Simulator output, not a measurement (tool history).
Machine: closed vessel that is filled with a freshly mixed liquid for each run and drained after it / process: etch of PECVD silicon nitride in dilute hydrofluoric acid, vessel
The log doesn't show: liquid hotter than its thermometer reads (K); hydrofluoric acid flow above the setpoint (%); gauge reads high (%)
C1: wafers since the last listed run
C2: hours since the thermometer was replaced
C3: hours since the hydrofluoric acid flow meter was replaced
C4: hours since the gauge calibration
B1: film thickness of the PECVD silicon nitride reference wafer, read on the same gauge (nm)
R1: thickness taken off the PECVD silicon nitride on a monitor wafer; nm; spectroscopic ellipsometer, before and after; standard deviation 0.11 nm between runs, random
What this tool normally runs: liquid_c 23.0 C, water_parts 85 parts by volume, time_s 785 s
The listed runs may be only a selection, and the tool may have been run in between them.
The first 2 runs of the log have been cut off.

{"run": 3, "hour": 42.4, "liquid_c": 24.5, "water_parts": 85, "time_s": 785, "C1": 690, "C2": 1310.3, "C3": 1157.5, "C4": 271.4, "B1": 149.98, "R1": 27.83}
{"run": 4, "hour": 58.7, "liquid_c": 24.5, "water_parts": 85, "time_s": 785, "C1": 673, "C2": 1326.6, "C3": 1173.8, "C4": 287.7, "B1": 149.99, "R1": 27.82}
{"run": 5, "hour": 79.9, "liquid_c": 24.5, "water_parts": 85, "time_s": 785, "C1": 876, "C2": 1347.8, "C3": 1195.0, "C4": 308.9, "B1": 149.99, "R1": 27.95}
{"run": 6, "hour": 108.0, "liquid_c": 19.5, "water_parts": 85, "time_s": 445, "C1": 1161, "C2": 1375.9, "C3": 1223.1, "C4": 337.0, "B1": 150.02, "R1": 11.31}
{"run": 7, "hour": 140.4, "liquid_c": 19.5, "water_parts": 85, "time_s": 445, "C1": 1339, "C2": 1408.3, "C3": 1255.5, "C4": 369.4, "B1": 149.97, "R1": 11.29}
{"run": 8, "hour": 160.8, "liquid_c": 19.5, "water_parts": 85, "time_s": 445, "C1": 843, "C2": 1428.7, "C3": 1275.9, "C4": 389.8, "B1": 150.0, "R1": 11.27}
{"run": 9, "hour": 187.4, "liquid_c": 23.0, "water_parts": 85, "time_s": 785, "C1": 1099, "C2": 1455.3, "C3": 1302.5, "C4": 416.4, "B1": 150.0, "R1": 25.48}
{"run": 10, "hour": 213.5, "liquid_c": 23.0, "water_parts": 85, "time_s": 785, "C1": 1078, "C2": 1481.4, "C3": 1328.6, "C4": 442.5, "B1": 149.99, "R1": 25.53}
{"hour": 223.3, "done": "hydrofluoric acid flow meter replaced"}
{"run": 11, "hour": 233.2, "liquid_c": 23.0, "water_parts": 85, "time_s": 785, "C1": 772, "C2": 1501.1, "C3": 9.9, "C4": 462.2, "B1": 150.03, "R1": 23.4}
{"run": 12, "hour": 248.2, "liquid_c": 26.5, "water_parts": 85, "time_s": 785, "C1": 619, "C2": 1516.1, "C3": 24.9, "C4": 477.2, "B1": 150.01, "R1": 29.43}
{"run": 13, "hour": 283.1, "liquid_c": 23.0, "water_parts": 100, "time_s": 430, "C1": 1442, "C2": 1551.0, "C3": 59.8, "C4": 512.1, "B1": 150.02, "R1": 11.01}
{"run": 14, "hour": 298.8, "liquid_c": 23.0, "water_parts": 100, "time_s": 430, "C1": 648, "C2": 1566.7, "C3": 75.5, "C4": 527.8, "B1": 150.01, "R1": 10.97}
{"hour": 304.0, "done": "gauge calibrated"}
{"run": 15, "hour": 316.3, "liquid_c": 23.0, "water_parts": 100, "time_s": 620, "C1": 723, "C2": 1584.2, "C3": 93.0, "C4": 12.3, "B1": 150.01, "R1": 15.79}
{"run": 16, "hour": 344.8, "liquid_c": 23.0, "water_parts": 100, "time_s": 430, "C1": 1177, "C2": 1612.7, "C3": 121.5, "C4": 40.8, "B1": 150.01, "R1": 11.01}
{"run": 17, "hour": 361.2, "liquid_c": 18.5, "water_parts": 70, "time_s": 470, "C1": 677, "C2": 1629.1, "C3": 137.9, "C4": 57.2, "B1": 149.97, "R1": 12.49}
{"run": 18, "hour": 382.9, "liquid_c": 23.0, "water_parts": 85, "time_s": 1135, "C1": 896, "C2": 1650.8, "C3": 159.6, "C4": 78.9, "B1": 149.98, "R1": 33.77}
{"hour": 385.2, "done": "thermometer replaced"}
{"run": 19, "hour": 448.6, "liquid_c": 19.5, "water_parts": 85, "time_s": 445, "C1": 2673, "C2": 63.4, "C3": 225.3, "C4": 144.6, "B1": 150.02, "R1": 10.57}
{"run": 20, "hour": 470.1, "liquid_c": 18.0, "water_parts": 85, "time_s": 590, "C1": 888, "C2": 84.9, "C3": 246.8, "C4": 166.1, "B1": 149.98, "R1": 12.65}
{"run": 21, "hour": 488.9, "liquid_c": 23.0, "water_parts": 85, "time_s": 785, "C1": 776, "C2": 103.7, "C3": 265.6, "C4": 184.9, "B1": 149.99, "R1": 23.67}

Run 22, settings as shown, results not yet in. Your forecast:
{"run": 22, "hour": 519.0, "liquid_c": 24.5, "water_parts": 70, "time_s": 785, "C1": 1243, "C2": 133.8, "C3": 295.7, "C4": 215.0, "B1": "?", "R1": "?"}

{"run 22": {"B1": 150.01, "R1": 31.73}}
Take away the tool's hidden state, keep the run-to-run variation as it was, and the same run would have given R1 30.85 nm.
